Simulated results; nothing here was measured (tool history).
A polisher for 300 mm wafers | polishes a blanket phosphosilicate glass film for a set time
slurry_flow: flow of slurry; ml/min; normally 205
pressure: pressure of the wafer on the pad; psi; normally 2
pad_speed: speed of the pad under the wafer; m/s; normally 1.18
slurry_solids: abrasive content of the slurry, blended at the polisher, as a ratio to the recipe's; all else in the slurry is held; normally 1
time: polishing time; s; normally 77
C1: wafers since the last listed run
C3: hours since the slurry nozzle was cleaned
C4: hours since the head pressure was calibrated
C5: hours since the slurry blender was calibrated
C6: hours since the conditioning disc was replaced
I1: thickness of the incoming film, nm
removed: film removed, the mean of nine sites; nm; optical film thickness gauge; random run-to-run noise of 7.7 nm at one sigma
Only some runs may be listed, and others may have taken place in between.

run 1 day=0 | slurry_flow=205 pressure=2 pad_speed=0.9 slurry_solids=1 time=77 | C1=0 wafers_polished_on_this_pad=848 C3=197.5 C4=1054.1 C5=318.3 C6=312 | I1=3605.8 | removed=375.2
run 2 day=0.4 | slurry_flow=205 pressure=2 pad_speed=0.9 slurry_solids=1 time=77 | C1=58 wafers_polished_on_this_pad=907 C3=207.1 C4=1063.7 C5=327.9 C6=321.6 | I1=3554.5 | removed=376.5
run 3 day=0.767 | slurry_flow=205 pressure=2 pad_speed=0.9 slurry_solids=1 time=77 | C1=53 wafers_polished_on_this_pad=961 C3=215.9 C4=1072.5 C5=336.7 C6=330.4 | I1=3557.1 | removed=374.2
run 4 day=1.154 | slurry_flow=205 pressure=2 pad_speed=1.18 slurry_solids=1 time=77 | C1=56 wafers_polished_on_this_pad=1018 C3=225.2 C4=1081.8 C5=346 C6=339.7 | I1=3557.9 | removed=436.6
run 5 day=1.412 | slurry_flow=205 pressure=2 pad_speed=1.18 slurry_solids=1 time=77 | C1=37 wafers_polished_on_this_pad=1056 C3=231.4 C4=1088 C5=352.2 C6=345.9 | I1=3487.8 | removed=447.2
run 6 day=1.762 | slurry_flow=205 pressure=2 pad_speed=1.18 slurry_solids=0.95 time=77 | C1=51 wafers_polished_on_this_pad=1107 C3=239.8 C4=1096.4 C5=360.6 C6=354.3 | I1=3527.4 | removed=429
run 7 day=2.35 | slurry_flow=205 pressure=2 pad_speed=1.18 slurry_solids=0.95 time=77 | C1=86 wafers_polished_on_this_pad=1194 C3=253.9 C4=1110.5 C5=374.7 C6=368.4 | I1=3602.9 | removed=440.6
run 8 day=2.833 | slurry_flow=205 pressure=2 pad_speed=1.18 slurry_solids=1 time=77 | C1=70 wafers_polished_on_this_pad=1265 C3=265.5 C4=1122.1 C5=386.3 C6=380 | I1=3595.5 | removed=423.7
run 9 day=3.421 | slurry_flow=205 pressure=2 pad_speed=1.18 slurry_solids=1 time=77 | C1=86 wafers_polished_on_this_pad=1351 C3=279.6 C4=1136.2 C5=400.4 C6=394.1 | I1=3550.3 | removed=436.9
-- day=3.971 worn pad replaced by a new one
run 10 day=4.125 | slurry_flow=205 pressure=1.6 pad_speed=1.18 slurry_solids=1 time=77 | C1=78 wafers_polished_on_this_pad=22 C3=296.5 C4=1153.1 C5=417.3 C6=411 | I1=3555.3 | removed=355.2
-- day=4.417 slurry blender recalibrated
-- day=4.675 conditioning disc replaced and pad reconditioned
-- day=5.246 slurry nozzle cleaned
run 11 day=5.646 | slurry_flow=205 pressure=1.6 pad_speed=1.18 slurry_solids=1 time=77 | C1=192 wafers_polished_on_this_pad=215 C3=9.6 C4=1189.6 C5=29.5 C6=23.3 | I1=3559.4 | removed=421.4
run 12 day=6.038 | slurry_flow=230 pressure=2 pad_speed=1.18 slurry_solids=1 time=84 | C1=57 wafers_polished_on_this_pad=273 C3=19 C4=1199 C5=38.9 C6=32.7 | I1=3602 | removed=564.8
run 13 day=6.729 | slurry_flow=205 pressure=1.5 pad_speed=1.18 slurry_solids=1 time=77 | C1=101 wafers_polished_on_this_pad=374 C3=35.6 C4=1215.6 C5=55.5 C6=49.3 | I1=3547.9 | removed=392.9
run 14 day=7.046 | slurry_flow=165 pressure=1.5 pad_speed=1.52 slurry_solids=1 time=53 | C1=46 wafers_polished_on_this_pad=421 C3=43.2 C4=1223.2 C5=63.1 C6=56.9 | I1=3618.6 | removed=308
run 15 day=7.442 | slurry_flow=205 pressure=1.5 pad_speed=1.18 slurry_solids=1 time=77 | C1=58 wafers_polished_on_this_pad=479 C3=52.7 C4=1232.7 C5=72.6 C6=66.4 | I1=3621.8 | removed=386
run 16 day=7.7 | slurry_flow=205 pressure=2.2 pad_speed=1.18 slurry_solids=1 time=67 | C1=37 wafers_polished_on_this_pad=517 C3=58.9 C4=1238.9 C5=78.8 C6=72.6 | I1=3581.5 | removed=482.5
run 17 day=8.154 | slurry_flow=205 pressure=1.6 pad_speed=1.18 slurry_solids=0.9 time=55 | C1=66 wafers_polished_on_this_pad=584 C3=69.8 C4=1249.8 C5=89.7 C6=83.5 | I1=3575.4 | removed=282.2
-- day=8.712 head pressure recalibrated
run 18 day=8.788 | slurry_flow=265 pressure=2 pad_speed=1.18 slurry_solids=1.25 time=77 | C1=80 wafers_polished_on_this_pad=664 C3=85 C4=1.8 C5=104.9 C6=98.7 | I1=3547.5 | removed=556.3
run 19 day=9.262 | slurry_flow=165 pressure=1.5 pad_speed=1.52 slurry_solids=1 time=53 | C1=69 wafers_polished_on_this_pad=734 C3=96.4 C4=13.2 C5=116.3 C6=110.1 | I1=3594.9 | removed=297.7
run 20 day=9.833 | slurry_flow=235 pressure=2 pad_speed=1.18 slurry_solids=1 time=104 | C1=83 wafers_polished_on_this_pad=818 C3=110.1 C4=26.9 C5=130 C6=123.8 | I1=3605.3 | removed=661.3
run 21 day=10.271 | slurry_flow=250 pressure=1.4 pad_speed=1.18 slurry_solids=1 time=77 | C1=64 wafers_polished_on_this_pad=882 C3=120.6 C4=37.4 C5=140.5 C6=134.3 | I1=3621.1 | removed=358.3
run 22 day=10.671 | slurry_flow=205 pressure=1.5 pad_speed=1.18 slurry_solids=0.75 time=62 | C1=58 wafers_polished_on_this_pad=941 C3=130.2 C4=47 C5=150.1 C6=143.9 | I1=3602 | removed=270.5
run 23 day=11.233 | slurry_flow=205 pressure=2 pad_speed=1.18 slurry_solids=0.9 time=96 | C1=82 wafers_polished_on_this_pad=1024 C3=143.7 C4=60.5 C5=163.6 C6=157.4 | I1=3607.3 | removed=573.5
run 24 day=11.558 | slurry_flow=205 pressure=2 pad_speed=1.18 slurry_solids=1 time=77 | C1=47 wafers_polished_on_this_pad=1071 C3=151.5 C4=68.3 C5=171.4 C6=165.2 | I1=3560.9 | removed=477.7

The tool's hidden state at each run:
removal rate lost through wear of the pad, %: 0 in every run
slurry flow missing at the pad, %: 0 in every run
deviation of the head's pressure from its setpoint, %: 0 in every run
abrasive missing from the slurry, %: 0 in every run
H1: time polished since the conditioner stopped cutting, s
run=1 H1=570
run=2 H1=586
run=3 H1=600
run=4 H1=614
run=5 H1=624
run=6 H1=638
run=7 H1=660
run=8 H1=679
run=9 H1=701
run=10 H1=728
run=11 H1=177
run=12 H1=192
run=13 H1=218
run=14 H1=230
run=15 H1=245
run=16 H1=255
run=17 H1=273
run=18 H1=297
run=19 H1=315
run=20 H1=337
run=21 H1=353
run=22 H1=369
run=23 H1=390
run=24 H1=403
